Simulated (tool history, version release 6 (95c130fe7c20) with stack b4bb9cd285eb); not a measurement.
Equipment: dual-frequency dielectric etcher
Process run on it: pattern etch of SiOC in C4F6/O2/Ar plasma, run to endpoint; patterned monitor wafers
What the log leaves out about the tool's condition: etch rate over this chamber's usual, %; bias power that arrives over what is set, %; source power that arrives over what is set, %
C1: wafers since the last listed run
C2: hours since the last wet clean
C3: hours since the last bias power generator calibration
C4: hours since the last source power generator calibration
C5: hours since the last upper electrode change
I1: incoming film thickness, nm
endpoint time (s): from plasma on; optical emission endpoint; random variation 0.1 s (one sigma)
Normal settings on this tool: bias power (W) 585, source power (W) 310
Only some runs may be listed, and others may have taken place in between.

run 1 hour=0.0 | bias_power_(W)=688 source_power_(W)=310 | C1=0 C2=298.3 C3=3070.6 C4=2329.7 C5=1376.2 | I1=40.75 | endpoint_time_(s)=11.7
run 2 hour=50.8 | bias_power_(W)=688 source_power_(W)=310 | C1=873 C2=349.1 C3=3121.4 C4=2380.5 C5=1427.0 | I1=40.66 | endpoint_time_(s)=11.6
-- hour=97.3 wet clean of the chamber
run 3 hour=122.3 | bias_power_(W)=688 source_power_(W)=310 | C1=816 C2=25.0 C3=3192.9 C4=2452.0 C5=1498.5 | I1=40.72 | endpoint_time_(s)=11.9
run 4 hour=180.7 | bias_power_(W)=585 source_power_(W)=310 | C1=1004 C2=83.4 C3=3251.3 C4=2510.4 C5=1556.9 | I1=40.76 | endpoint_time_(s)=12.4
run 5 hour=245.9 | bias_power_(W)=585 source_power_(W)=310 | C1=1121 C2=148.6 C3=3316.5 C4=2575.6 C5=1622.1 | I1=41.10 | endpoint_time_(s)=12.6
run 6 hour=284.7 | bias_power_(W)=585 source_power_(W)=310 | C1=667 C2=187.4 C3=3355.3 C4=2614.4 C5=1660.9 | I1=40.90 | endpoint_time_(s)=12.3
run 7 hour=321.6 | bias_power_(W)=660 source_power_(W)=340 | C1=634 C2=224.3 C3=3392.2 C4=2651.3 C5=1697.8 | I1=40.30 | endpoint_time_(s)=11.5
run 8 hour=349.5 | bias_power_(W)=585 source_power_(W)=310 | C1=479 C2=252.2 C3=3420.1 C4=2679.2 C5=1725.7 | I1=40.53 | endpoint_time_(s)=12.4
run 9 hour=440.7 | bias_power_(W)=585 source_power_(W)=310 | C1=1568 C2=343.4 C3=3511.3 C4=2770.4 C5=1816.9 | I1=40.76 | endpoint_time_(s)=12.5
-- hour=469.5 source power generator calibrated
run 10 hour=470.0 | bias_power_(W)=585 source_power_(W)=310 | C1=435 C2=372.7 C3=3540.6 C4=0.5 C5=1846.2 | I1=41.09 | endpoint_time_(s)=12.2
run 11 hour=537.7 | bias_power_(W)=585 source_power_(W)=310 | C1=1164 C2=440.4 C3=3608.3 C4=68.2 C5=1913.9 | I1=40.42 | endpoint_time_(s)=12.2
-- hour=575.9 wet clean of the chamber
run 12 hour=604.3 | bias_power_(W)=585 source_power_(W)=310 | C1=732 C2=28.4 C3=3674.9 C4=134.8 C5=1980.5 | I1=40.23 | endpoint_time_(s)=11.8
run 13 hour=632.2 | bias_power_(W)=585 source_power_(W)=310 | C1=479 C2=56.3 C3=3702.8 C4=162.7 C5=2008.4 | I1=40.43 | endpoint_time_(s)=11.8
-- hour=667.8 bias power generator calibrated
run 14 hour=668.8 | bias_power_(W)=628 source_power_(W)=270 | C1=560 C2=92.9 C3=1.0 C4=199.3 C5=2045.0 | I1=40.72 | endpoint_time_(s)=12.1
run 15 hour=719.5 | bias_power_(W)=585 source_power_(W)=310 | C1=871 C2=143.6 C3=51.7 C4=250.0 C5=2095.7 | I1=40.76 | endpoint_time_(s)=11.8
run 16 hour=789.9 | bias_power_(W)=495 source_power_(W)=280 | C1=1210 C2=214.0 C3=122.1 C4=320.4 C5=2166.1 | I1=40.62 | endpoint_time_(s)=12.7
run 17 hour=852.1 | bias_power_(W)=445 source_power_(W)=250 | C1=1069 C2=276.2 C3=184.3 C4=382.6 C5=2228.3 | I1=40.85 | endpoint_time_(s)=13.3
-- hour=934.7 wet clean of the chamber, repeated, since the last time left the tool worse
run 18 hour=935.2 | bias_power_(W)=474 source_power_(W)=250 | C1=1016 C2=0.5 C3=267.4 C4=465.7 C5=2311.4 | I1=40.95 | endpoint_time_(s)=14.1
-- hour=1039.6 upper electrode replaced
run 19 hour=1082.1 | bias_power_(W)=728 source_power_(W)=310 | C1=2113 C2=147.4 C3=414.3 C4=612.6 C5=42.5 | I1=40.39 | endpoint_time_(s)=11.5
run 20 hour=1123.7 | bias_power_(W)=585 source_power_(W)=310 | C1=715 C2=189.0 C3=455.9 C4=654.2 C5=84.1 | I1=40.67 | endpoint_time_(s)=12.4
run 21 hour=1158.8 | bias_power_(W)=455 source_power_(W)=370 | C1=603 C2=224.1 C3=491.0 C4=689.3 C5=119.2 | I1=40.60 | endpoint_time_(s)=12.4
run 22 hour=1218.4 | bias_power_(W)=488 source_power_(W)=260 | C1=1024 C2=283.7 C3=550.6 C4=748.9 C5=178.8 | I1=40.49 | endpoint_time_(s)=13.5
run 23 hour=1299.8 | bias_power_(W)=585 source_power_(W)=310 | C1=1399 C2=365.1 C3=632.0 C4=830.3 C5=260.2 | I1=40.65 | endpoint_time_(s)=12.1
-- hour=1354.3 wet clean of the chamber
run 24 hour=1354.8 | bias_power_(W)=585 source_power_(W)=310 | C1=533 C2=0.5 C3=687.0 C4=885.3 C5=315.2 | I1=40.76 | endpoint_time_(s)=12.5
run 25 hour=1467.1 | bias_power_(W)=642 source_power_(W)=310 | C1=1931 C2=112.8 C3=799.3 C4=997.6 C5=427.5 | I1=40.64 | endpoint_time_(s)=12.0
run 26 hour=1522.6 | bias_power_(W)=671 source_power_(W)=380 | C1=954 C2=168.3 C3=854.8 C4=1053.1 C5=483.0 | I1=40.26 | endpoint_time_(s)=11.1

Branching from run 26: 5 alternative next runs. What would each branch give?
run A hour=1523.0 | bias_power_(W)=585 source_power_(W)=310 | C1=6 C2=168.7 C3=855.2 C4=1053.5 C5=483.4 | I1=40.66 | endpoint_time_(s)=?
run B hour=1523.0 | bias_power_(W)=585 source_power_(W)=240 | C1=6 C2=168.7 C3=855.2 C4=1053.5 C5=483.4 | I1=40.66 | endpoint_time_(s)=?
run C hour=1523.0 | bias_power_(W)=682 source_power_(W)=260 | C1=6 C2=168.7 C3=855.2 C4=1053.5 C5=483.4 | I1=40.66 | endpoint_time_(s)=?
run D hour=1523.0 | bias_power_(W)=714 source_power_(W)=350 | C1=6 C2=168.7 C3=855.2 C4=1053.5 C5=483.4 | I1=40.66 | endpoint_time_(s)=?
run E hour=1523.0 | bias_power_(W)=481 source_power_(W)=380 | C1=6 C2=168.7 C3=855.2 C4=1053.5 C5=483.4 | I1=40.66 | endpoint_time_(s)=?

run=A endpoint_time_(s)=12.4
run=B endpoint_time_(s)=13.1
run=C endpoint_time_(s)=12.3
run=D endpoint_time_(s)=11.2
run=E endpoint_time_(s)=12.4
Take away the tool's hidden state, keep each run's random variation, and the runs would have read:
run=A endpoint_time_(s)=12.5
run=B endpoint_time_(s)=13.3
run=C endpoint_time_(s)=12.4
run=D endpoint_time_(s)=11.4
run=E endpoint_time_(s)=12.5

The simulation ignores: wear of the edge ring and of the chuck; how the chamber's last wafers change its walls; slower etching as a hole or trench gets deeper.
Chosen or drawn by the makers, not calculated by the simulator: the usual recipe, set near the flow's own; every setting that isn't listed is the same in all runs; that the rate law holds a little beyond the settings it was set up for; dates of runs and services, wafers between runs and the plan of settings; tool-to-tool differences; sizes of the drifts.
